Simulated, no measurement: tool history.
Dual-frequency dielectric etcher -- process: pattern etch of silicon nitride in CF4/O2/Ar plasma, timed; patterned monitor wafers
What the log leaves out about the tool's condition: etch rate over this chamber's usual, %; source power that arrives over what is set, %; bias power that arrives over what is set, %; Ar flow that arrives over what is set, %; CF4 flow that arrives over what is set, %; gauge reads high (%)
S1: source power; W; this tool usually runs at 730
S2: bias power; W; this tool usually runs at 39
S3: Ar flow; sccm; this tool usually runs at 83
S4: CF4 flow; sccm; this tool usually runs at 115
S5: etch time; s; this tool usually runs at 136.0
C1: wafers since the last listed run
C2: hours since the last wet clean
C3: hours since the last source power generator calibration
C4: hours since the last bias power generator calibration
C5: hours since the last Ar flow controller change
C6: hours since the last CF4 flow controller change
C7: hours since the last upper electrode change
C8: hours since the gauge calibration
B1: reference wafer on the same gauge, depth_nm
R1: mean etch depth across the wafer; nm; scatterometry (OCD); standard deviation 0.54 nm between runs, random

run   hour   S1  S2  S3   S4     S5   C1     C2      C3      C4      C5      C6      C7     C8     B1     R1
  1    0.0  730  39  83  115  136.0    0  245.5  1854.7  4674.4  4490.8  5174.8  2051.8   37.9  337.1  374.1
  2   32.4  730  39  83  115  136.0  351  277.9  1887.1  4706.8  4523.2  5207.2  2084.2   70.3  337.1  376.0
  3   64.9  610  39  90  115  136.0  352  310.4  1919.6  4739.3  4555.7  5239.7  2116.7  102.8  337.0  326.7
  4   96.5  610  39  90  115  136.0  342  342.0  1951.2  4770.9  4587.3  5271.3  2148.3  134.4  337.1  327.2
     126.7  -- upper electrode replaced
  5  127.2  730  39  97  115  136.0   72  372.7  1981.9  4801.6  4618.0  5302.0     0.5  165.1  337.0  364.8
     141.2  -- Ar flow controller replaced
  6  149.7  730  39  97  115  136.0  179  395.2  2004.4  4824.1     8.5  5324.5    23.0  187.6  336.9  365.1
     176.8  -- bias power generator calibrated
     194.8  -- CF4 flow controller replaced
     217.8  -- gauge calibrated
     252.0  -- source power generator calibrated
     266.6  -- wet clean of the chamber
  7  267.1  730  39  97  115  136.0  963    0.5    15.1    90.3   125.9    72.3   140.4   49.3  337.0  350.8
  8  277.6  730  39  83  115  136.0  113   11.0    25.6   100.8   136.4    82.8   150.9   59.8  336.9  361.6
  9  305.9  730  45  95  115  136.0  307   39.3    53.9   129.1   164.7   111.1   179.2   88.1  337.1  366.3
 10  329.8  600  39  68   89  108.0  259   63.2    77.8   153.0   188.6   135.0   203.1  112.0  336.9  255.9
 11  349.5  730  39  83  115  136.0  213   82.9    97.5   172.7   208.3   154.7   222.8  131.7  337.1  364.3
 12  369.5  870  39  83  127  136.0  217  102.9   117.5   192.7   228.3   174.7   242.8  151.7  337.0  415.5
 13  383.1  730  39  63  115  136.0  147  116.5   131.1   206.3   241.9   188.3   256.4  165.3  336.9  384.3

Run 14 is up next; what results do you expect?
 14  409.7  870  39  83  137  123.5  288  143.1  157.7  232.9  268.5  214.9  283.0  191.9   ?   ?

{"run 14": {"B1": 337.0, "R1": 381.0}}
The same run, on a tool lacking any hidden state, would have yielded R1 377.6 nm.

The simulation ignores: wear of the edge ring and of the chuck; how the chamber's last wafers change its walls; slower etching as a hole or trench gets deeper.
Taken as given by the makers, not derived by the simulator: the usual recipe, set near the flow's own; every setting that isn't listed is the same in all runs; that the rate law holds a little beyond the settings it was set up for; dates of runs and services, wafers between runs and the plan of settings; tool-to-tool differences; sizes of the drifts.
